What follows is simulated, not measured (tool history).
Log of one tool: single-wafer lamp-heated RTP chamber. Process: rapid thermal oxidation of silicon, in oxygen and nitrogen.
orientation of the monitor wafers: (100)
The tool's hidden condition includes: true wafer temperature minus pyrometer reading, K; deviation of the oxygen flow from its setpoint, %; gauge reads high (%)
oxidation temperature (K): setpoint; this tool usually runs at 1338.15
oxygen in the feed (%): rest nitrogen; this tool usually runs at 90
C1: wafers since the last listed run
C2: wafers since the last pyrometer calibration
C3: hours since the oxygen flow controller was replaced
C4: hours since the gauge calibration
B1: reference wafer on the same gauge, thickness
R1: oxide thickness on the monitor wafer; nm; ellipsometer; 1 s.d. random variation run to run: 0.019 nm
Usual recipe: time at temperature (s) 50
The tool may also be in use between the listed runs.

{"run": 1, "day": 0.0, "oxidation temperature (K)": 1329.15, "time at temperature (s)": 56, "oxygen in the feed (%)": 90, "C1": 0, "C2": 2731, "C3": 4178.6, "C4": 231.7, "B1": 8.126, "R1": 8.69}
{"run": 2, "day": 2.65, "oxidation temperature (K)": 1329.15, "time at temperature (s)": 56, "oxygen in the feed (%)": 90, "C1": 563, "C2": 3294, "C3": 4242.2, "C4": 295.3, "B1": 8.129, "R1": 8.715}
{"day": 3.067, "done": "pyrometer window cleaned and pyrometer calibrated"}
{"run": 3, "day": 4.479, "oxidation temperature (K)": 1338.15, "time at temperature (s)": 50, "oxygen in the feed (%)": 90, "C1": 317, "C2": 300, "C3": 4286.1, "C4": 339.2, "B1": 8.13, "R1": 8.641}
{"run": 4, "day": 5.754, "oxidation temperature (K)": 1338.15, "time at temperature (s)": 50, "oxygen in the feed (%)": 90, "C1": 271, "C2": 571, "C3": 4316.7, "C4": 369.8, "B1": 8.129, "R1": 8.642}
{"run": 5, "day": 6.771, "oxidation temperature (K)": 1338.15, "time at temperature (s)": 50, "oxygen in the feed (%)": 90, "C1": 216, "C2": 787, "C3": 4341.1, "C4": 394.2, "B1": 8.132, "R1": 8.654}
{"run": 6, "day": 14.988, "oxidation temperature (K)": 1359.15, "time at temperature (s)": 50, "oxygen in the feed (%)": 90, "C1": 1746, "C2": 2533, "C3": 4538.3, "C4": 591.4, "B1": 8.132, "R1": 10.077}
{"day": 17.3, "done": "gauge calibrated"}
{"run": 7, "day": 17.438, "oxidation temperature (K)": 1359.15, "time at temperature (s)": 50, "oxygen in the feed (%)": 90, "C1": 520, "C2": 3054, "C3": 4597.1, "C4": 3.3, "B1": 8.129, "R1": 10.098}
{"day": 18.625, "done": "pyrometer window cleaned and pyrometer calibrated"}
{"run": 8, "day": 19.5, "oxidation temperature (K)": 1359.15, "time at temperature (s)": 50, "oxygen in the feed (%)": 90, "C1": 367, "C2": 186, "C3": 4646.6, "C4": 52.8, "B1": 8.13, "R1": 9.827}
{"run": 9, "day": 20.912, "oxidation temperature (K)": 1338.15, "time at temperature (s)": 44, "oxygen in the feed (%)": 90, "C1": 300, "C2": 486, "C3": 4680.5, "C4": 86.7, "B1": 8.127, "R1": 8.145}
{"run": 10, "day": 22.779, "oxidation temperature (K)": 1338.15, "time at temperature (s)": 39, "oxygen in the feed (%)": 98, "C1": 396, "C2": 883, "C3": 4725.3, "C4": 131.5, "B1": 8.128, "R1": 8.03}
{"day": 23.312, "done": "oxygen flow controller replaced"}
{"run": 11, "day": 25.617, "oxidation temperature (K)": 1338.15, "time at temperature (s)": 50, "oxygen in the feed (%)": 62, "C1": 532, "C2": 1415, "C3": 55.3, "C4": 199.6, "B1": 8.131, "R1": 7.628}
{"run": 12, "day": 27.521, "oxidation temperature (K)": 1316.15, "time at temperature (s)": 64, "oxygen in the feed (%)": 90, "C1": 404, "C2": 1820, "C3": 101.0, "C4": 245.3, "B1": 8.129, "R1": 8.403}
{"run": 13, "day": 29.95, "oxidation temperature (K)": 1359.15, "time at temperature (s)": 50, "oxygen in the feed (%)": 90, "C1": 516, "C2": 2336, "C3": 159.3, "C4": 303.6, "B1": 8.132, "R1": 10.03}
{"run": 14, "day": 32.05, "oxidation temperature (K)": 1314.15, "time at temperature (s)": 58, "oxygen in the feed (%)": 64, "C1": 446, "C2": 2782, "C3": 209.7, "C4": 354.0, "B1": 8.132, "R1": 7.033}
{"run": 15, "day": 34.754, "oxidation temperature (K)": 1349.15, "time at temperature (s)": 35, "oxygen in the feed (%)": 90, "C1": 574, "C2": 3357, "C3": 274.6, "C4": 418.9, "B1": 8.129, "R1": 8.108}
{"day": 36.138, "done": "pyrometer window cleaned and pyrometer calibrated"}
{"run": 16, "day": 36.738, "oxidation temperature (K)": 1360.15, "time at temperature (s)": 43, "oxygen in the feed (%)": 90, "C1": 350, "C2": 127, "C3": 322.2, "C4": 466.5, "B1": 8.129, "R1": 9.237}

5 ways to go on from here, each from the tool as it stands after run 16. What would each give?
{"run": "A", "day": 36.754, "oxidation temperature (K)": 1338.15, "time at temperature (s)": 50, "oxygen in the feed (%)": 90, "C1": 3, "C2": 131, "C3": 322.6, "C4": 466.9, "B1": "?", "R1": "?"}
{"run": "B", "day": 36.754, "oxidation temperature (K)": 1338.15, "time at temperature (s)": 25, "oxygen in the feed (%)": 62, "C1": 3, "C2": 131, "C3": 322.6, "C4": 466.9, "B1": "?", "R1": "?"}
{"run": "C", "day": 36.754, "oxidation temperature (K)": 1338.15, "time at temperature (s)": 64, "oxygen in the feed (%)": 90, "C1": 3, "C2": 131, "C3": 322.6, "C4": 466.9, "B1": "?", "R1": "?"}
{"run": "D", "day": 36.754, "oxidation temperature (K)": 1350.15, "time at temperature (s)": 38, "oxygen in the feed (%)": 78, "C1": 3, "C2": 131, "C3": 322.6, "C4": 466.9, "B1": "?", "R1": "?"}
{"run": "E", "day": 36.754, "oxidation temperature (K)": 1357.15, "time at temperature (s)": 42, "oxygen in the feed (%)": 98, "C1": 3, "C2": 131, "C3": 322.6, "C4": 466.9, "B1": "?", "R1": "?"}

run=A B1=8.133 R1=8.519
run=B B1=8.133 R1=5.547
run=C B1=8.133 R1=9.509
run=D B1=8.133 R1=7.773
run=E B1=8.133 R1=9.216
Without the tool's hidden state the same runs would have given:
run=A R1=8.486
run=B R1=5.526
run=C R1=9.472
run=D R1=7.744
run=E R1=9.182
